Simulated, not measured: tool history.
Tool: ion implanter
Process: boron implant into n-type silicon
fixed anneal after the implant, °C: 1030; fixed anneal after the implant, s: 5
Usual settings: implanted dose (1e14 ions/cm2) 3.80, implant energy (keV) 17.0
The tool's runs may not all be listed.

run	hour	implanted dose (1e14 ions/cm2)	implant energy (keV)	wafers since the last listed run	hours since the last dose calibration	hours since the extraction supply was calibrated	hours since the gauge calibration	read-back reference wafer on the same gauge, sheet resistance	sheet resistance of the implanted and annealed layer (ohm/square)
1	0.0	3.80	17.0	0	1360.1	6377.0	218.1	290.12	269.10
2	40.8	3.16	17.0	935	1400.9	6417.8	258.9	290.08	313.58
3	68.8	3.44	17.0	642	1428.9	6445.8	286.9	289.99	292.68
4	100.9	3.44	17.0	736	1461.0	6477.9	319.0	289.96	291.66
5	155.2	3.44	17.0	1245	1515.3	6532.2	373.3	289.87	292.40
# hour 194.1: Faraday cup replaced and dose calibrated
# hour 213.2: gauge calibrated
6	219.4	4.17	21.0	1288	25.3	6596.4	6.2	290.11	248.35
7	250.4	4.17	21.0	710	56.3	6627.4	37.2	290.12	248.31
8	290.1	4.17	21.0	910	96.0	6667.1	76.9	289.91	247.31
9	345.8	2.91	15.0	1277	151.7	6722.8	132.6	290.00	342.82
# hour 375.2: extraction supply calibrated
10	376.7	4.25	11.5	525	182.6	1.5	163.5	289.91	257.73
11	415.5	4.23	17.0	889	221.4	40.3	202.3	290.00	249.61
12	471.1	4.31	12.5	1275	277.0	95.9	257.9	290.04	251.92
13	529.0	3.19	21.0	1327	334.9	153.8	315.8	289.99	304.43
14	592.8	3.80	22.0	1463	398.7	217.6	379.6	290.08	263.68

What the log doesn't show, run by run:
deviation of the true energy from its setpoint, %: 0 in every run
gauge reads high (%): 0 in every run
H1: deviation of the true dose from the Faraday cup's reading, %
run	H1
1	1.7
2	1.71
3	1.72
4	1.72
5	1.73
6	0.07
7	0.186
8	0.325
9	0.5
10	0.589
11	0.692
12	0.827
13	0.951
14	1.07

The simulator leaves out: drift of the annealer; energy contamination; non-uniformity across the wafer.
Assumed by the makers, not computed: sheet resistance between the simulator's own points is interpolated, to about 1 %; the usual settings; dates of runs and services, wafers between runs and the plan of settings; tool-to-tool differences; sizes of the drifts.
